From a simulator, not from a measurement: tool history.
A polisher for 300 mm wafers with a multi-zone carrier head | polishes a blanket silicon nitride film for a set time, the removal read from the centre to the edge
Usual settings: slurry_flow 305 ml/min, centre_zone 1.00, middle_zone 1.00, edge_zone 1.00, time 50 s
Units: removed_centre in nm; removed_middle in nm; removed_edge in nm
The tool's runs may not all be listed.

| run | hour | slurry_flow | centre_zone | middle_zone | edge_zone | time | wafers since the last listed run | wafers polished on this pad | hours since the slurry nozzle was cleaned | hours since the centre zone pressure was calibrated | hours since the edge zone pressure was calibrated | hours since the carrier head's membrane was replaced | incoming thickness of the incoming film, nm | removed_centre | removed_middle | removed_edge |
|---|---|---|---|---|---|---|---|---|---|---|---|---|---|---|---|---|
| 1 | 0.0 | 305 | 1.00 | 1.00 | 1.00 | 50 | 0 | 3690 | 287.9 | 845.0 | 924.4 | 1316.1 | 405.7 | 128.1 | 127.3 | 132.0 |
| 2 | 27.0 | 305 | 1.00 | 1.00 | 1.00 | 50 | 435 | 4125 | 314.9 | 872.0 | 951.4 | 1343.1 | 406.2 | 126.2 | 124.4 | 130.0 |
| 3 | 63.2 | 305 | 1.00 | 1.00 | 1.00 | 50 | 583 | 4709 | 351.1 | 908.2 | 987.6 | 1379.3 | 404.4 | 124.4 | 125.5 | 130.8 |
|  | 168.7 | worn pad replaced by a new one |
| 4 | 248.5 | 305 | 1.00 | 1.00 | 1.00 | 50 | 2923 | 1287 | 536.4 | 1093.5 | 1172.9 | 1564.6 | 409.3 | 124.1 | 122.8 | 130.2 |
|  | 306.3 | centre zone pressure recalibrated |
| 5 | 317.4 | 305 | 1.00 | 1.00 | 1.00 | 50 | 1078 | 2366 | 605.3 | 11.1 | 1241.8 | 1633.5 | 405.0 | 123.7 | 125.7 | 131.8 |
| 6 | 378.6 | 305 | 1.00 | 1.00 | 0.94 | 61 | 987 | 3353 | 666.5 | 72.3 | 1303.0 | 1694.7 | 404.9 | 148.8 | 151.3 | 152.1 |
| 7 | 403.6 | 305 | 1.00 | 1.00 | 1.00 | 50 | 403 | 3756 | 691.5 | 97.3 | 1328.0 | 1719.7 | 402.5 | 120.0 | 122.9 | 127.4 |
|  | 408.6 | carrier head's membrane replaced by a new one |
|  | 427.0 | edge zone pressure recalibrated |
| 8 | 448.5 | 365 | 1.00 | 1.00 | 1.00 | 50 | 611 | 4367 | 736.4 | 142.2 | 21.5 | 39.9 | 414.4 | 124.6 | 125.0 | 129.0 |
| 9 | 486.5 | 200 | 1.00 | 0.93 | 1.00 | 68 | 612 | 4980 | 774.4 | 180.2 | 59.5 | 77.9 | 409.6 | 146.1 | 142.4 | 163.4 |
| 10 | 523.7 | 270 | 1.00 | 0.93 | 1.00 | 50 | 599 | 5580 | 811.6 | 217.4 | 96.7 | 115.1 | 406.0 | 115.2 | 106.5 | 121.2 |
|  | 532.3 | worn pad replaced by a new one |
| 11 | 550.2 | 305 | 1.00 | 0.90 | 1.00 | 50 | 362 | 287 | 838.1 | 243.9 | 123.2 | 141.6 | 418.0 | 116.3 | 108.2 | 125.3 |
| 12 | 602.8 | 305 | 1.06 | 1.10 | 0.97 | 64 | 848 | 1136 | 890.7 | 296.5 | 175.8 | 194.2 | 411.5 | 156.6 | 158.9 | 156.4 |
|  | 633.8 | slurry nozzle cleaned |
| 13 | 669.9 | 305 | 1.00 | 1.00 | 1.00 | 50 | 1066 | 2202 | 36.1 | 363.6 | 242.9 | 261.3 | 410.7 | 126.6 | 126.4 | 131.1 |
| 14 | 731.9 | 245 | 0.95 | 1.00 | 1.00 | 50 | 999 | 3202 | 98.1 | 425.6 | 304.9 | 323.3 | 411.0 | 116.2 | 121.6 | 128.2 |
| 15 | 768.7 | 250 | 1.00 | 0.91 | 1.00 | 65 | 593 | 3795 | 134.9 | 462.4 | 341.7 | 360.1 | 417.9 | 159.4 | 147.4 | 167.3 |
| 16 | 813.1 | 305 | 1.04 | 0.93 | 1.00 | 62 | 716 | 4511 | 179.3 | 506.8 | 386.1 | 404.5 | 404.6 | 164.5 | 148.4 | 161.4 |
| 17 | 881.0 | 305 | 0.95 | 1.04 | 1.05 | 67 | 1095 | 5606 | 247.2 | 574.7 | 454.0 | 472.4 | 406.7 | 160.5 | 176.8 | 180.5 |
|  | 929.7 | worn pad replaced by a new one |
| 18 | 944.8 | 305 | 1.00 | 1.00 | 1.00 | 62 | 964 | 242 | 311.0 | 638.5 | 517.8 | 536.2 | 410.8 | 156.5 | 158.6 | 160.3 |
| 19 | 975.3 | 305 | 1.00 | 1.00 | 1.07 | 57 | 491 | 734 | 341.5 | 669.0 | 548.3 | 566.7 | 412.1 | 143.8 | 143.7 | 154.6 |
| 20 | 1016.2 | 400 | 1.00 | 1.00 | 1.00 | 57 | 659 | 1394 | 382.4 | 709.9 | 589.2 | 607.6 | 408.0 | 147.9 | 143.8 | 150.7 |
| 21 | 1066.1 | 305 | 0.88 | 1.05 | 0.95 | 50 | 804 | 2199 | 432.3 | 759.8 | 639.1 | 657.5 | 412.7 | 110.6 | 130.5 | 127.1 |
| 22 | 1104.9 | 305 | 1.00 | 1.00 | 1.00 | 50 | 625 | 2824 | 471.1 | 798.6 | 677.9 | 696.3 | 417.5 | 124.5 | 126.3 | 129.0 |
| 23 | 1164.0 | 305 | 1.00 | 1.00 | 1.00 | 50 | 953 | 3778 | 530.2 | 857.7 | 737.0 | 755.4 | 415.3 | 123.5 | 122.6 | 130.6 |

3 ways to go on from here, each from the tool as it stands after run 23. What would each give?
| A | 1164.4 | 200 | 1.00 | 1.00 | 1.00 | 50 | 6 | 3784 | 530.6 | 858.1 | 737.4 | 755.8 | 411.1 | ? | ? | ? |
| B | 1164.4 | 335 | 1.00 | 1.00 | 1.00 | 50 | 6 | 3784 | 530.6 | 858.1 | 737.4 | 755.8 | 411.1 | ? | ? | ? |
| C | 1164.4 | 305 | 1.00 | 1.07 | 1.00 | 62 | 6 | 3784 | 530.6 | 858.1 | 737.4 | 755.8 | 411.1 | ? | ? | ? |

| run | removed_centre | removed_middle | removed_edge |
|---|---|---|---|
| A | 114.4 | 115.2 | 122.2 |
| B | 125.6 | 125.2 | 129.9 |
| C | 153.8 | 162.5 | 159.6 |
Without the tool's hidden state the same runs would have given:
| run | removed_centre | removed_middle | removed_edge |
|---|---|---|---|
| A | 119.5 | 119.8 | 125.7 |
| B | 128.7 | 128.0 | 132.2 |
| C | 158.1 | 166.6 | 162.6 |

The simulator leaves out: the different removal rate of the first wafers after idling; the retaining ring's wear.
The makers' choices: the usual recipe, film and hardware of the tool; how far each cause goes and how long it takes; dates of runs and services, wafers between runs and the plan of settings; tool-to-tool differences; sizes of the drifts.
